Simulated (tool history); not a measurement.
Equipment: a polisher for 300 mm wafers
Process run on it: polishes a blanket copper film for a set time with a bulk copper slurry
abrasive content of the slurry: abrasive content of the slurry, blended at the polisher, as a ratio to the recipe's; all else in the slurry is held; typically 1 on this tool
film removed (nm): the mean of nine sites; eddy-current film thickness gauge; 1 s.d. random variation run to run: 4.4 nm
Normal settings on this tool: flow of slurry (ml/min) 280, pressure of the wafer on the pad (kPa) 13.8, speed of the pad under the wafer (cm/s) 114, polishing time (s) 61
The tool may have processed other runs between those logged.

| run | hour | flow of slurry (ml/min) | pressure of the wafer on the pad (kPa) | speed of the pad under the wafer (cm/s) | abrasive content of the slurry | polishing time (s) | incoming thickness of the incoming film, nm | film removed (nm) |
|---|---|---|---|---|---|---|---|---|
| 1 | 0 | 335 | 13.8 | 114 | 1 | 61 | 3761.3 | 403.4 |
| 2 | 18.9 | 280 | 13.8 | 114 | 1 | 61 | 3784.8 | 385 |
| 3 | 51.2 | 280 | 13.8 | 114 | 1 | 61 | 3795.4 | 395.7 |
| 4 | 82.3 | 280 | 13.8 | 114 | 1 | 61 | 3823.7 | 393.2 |
| 5 | 117.8 | 280 | 13.8 | 114 | 1 | 61 | 3815 | 386.3 |
|  | 125.5 | slurry nozzle cleaned |
|  | 148.7 | worn pad replaced by a new one |
| 6 | 149.2 | 280 | 14.5 | 114 | 1 | 61 | 3780.7 | 440.1 |
| 7 | 180 | 280 | 14.5 | 114 | 1 | 61 | 3697.3 | 426.3 |
| 8 | 204.1 | 280 | 15.9 | 114 | 1 | 61 | 3851.2 | 476.9 |
|  | 223.8 | slurry blender recalibrated |
| 9 | 307.1 | 280 | 15.9 | 114 | 1 | 61 | 3790.8 | 469.4 |
|  | 322.3 | worn pad replaced by a new one |
|  | 328.3 | slurry nozzle cleaned |
| 10 | 338.3 | 280 | 15.9 | 114 | 1 | 61 | 3774.4 | 502.7 |
| 11 | 351.3 | 280 | 13.8 | 114 | 1 | 61 | 3722.7 | 434.6 |
| 12 | 368.4 | 280 | 13.8 | 114 | 1 | 61 | 3765.8 | 428.3 |
| 13 | 398.1 | 220 | 15.2 | 114 | 1 | 61 | 3839.3 | 457.9 |
|  | 403.3 | head pressure recalibrated |
| 14 | 414.2 | 280 | 13.8 | 114 | 1 | 61 | 3818.2 | 391 |
| 15 | 428.9 | 280 | 13.8 | 150 | 1.1 | 61 | 3794.5 | 487.3 |
| 16 | 444.4 | 280 | 17.2 | 114 | 1 | 76 | 3784.5 | 599.7 |
|  | 490.2 | worn pad replaced by a new one |
|  | 519.1 | slurry blender recalibrated |
|  | 529.5 | slurry nozzle cleaned |
| 17 | 536 | 280 | 13.8 | 114 | 1 | 61 | 3840.3 | 394.2 |
| 18 | 556.6 | 280 | 13.8 | 114 | 1 | 61 | 3813.7 | 392 |
| 19 | 588 | 280 | 13.8 | 114 | 1.25 | 61 | 3800.9 | 414.6 |
| 20 | 600.9 | 200 | 17.2 | 114 | 1 | 61 | 3787.7 | 485.6 |
| 21 | 627.8 | 325 | 13.8 | 114 | 1 | 82 | 3747.6 | 535.6 |
| 22 | 661.3 | 280 | 13.8 | 114 | 1 | 61 | 3839.7 | 397.6 |
|  | 678.6 | worn pad replaced by a new one |
| 23 | 688.3 | 280 | 17.2 | 140 | 1 | 61 | 3767.7 | 618.6 |
| 24 | 765.7 | 280 | 13.8 | 114 | 1 | 43 | 3794 | 292.1 |
|  | 772.2 | head pressure recalibrated |
|  | 773.6 | slurry nozzle cleaned |
| 25 | 779.2 | 195 | 15.9 | 114 | 1.2 | 48 | 3752.1 | 358 |
|  | 795.1 | slurry blender recalibrated |
| 26 | 800.5 | 280 | 13.8 | 114 | 1 | 61 | 3797.6 | 389.5 |
|  | 831.1 | worn pad replaced by a new one |
| 27 | 836.4 | 215 | 13.8 | 142 | 1 | 61 | 3781.2 | 479.2 |

Consider 4 possible next runs. They are alternatives, not a sequence: every one starts from the tool as it was left by run 27. What does each give?
| A | 836.8 | 280 | 13.8 | 114 | 1 | 61 | 3812.6 | ? |
| B | 836.8 | 280 | 13.8 | 114 | 1.1 | 61 | 3812.6 | ? |
| C | 836.8 | 315 | 10.3 | 114 | 1.3 | 70 | 3812.6 | ? |
| D | 836.8 | 225 | 11 | 132 | 1 | 56 | 3812.6 | ? |

| run | film removed (nm) |
|---|---|
| A | 413.5 |
| B | 423.2 |
| C | 382.3 |
| D | 335.1 |
Stripped of hidden state, with their random variation kept, the same runs would have yielded:
| run | film removed (nm) |
|---|---|
| A | 413 |
| B | 422.7 |
| C | 381.9 |
| D | 334.7 |
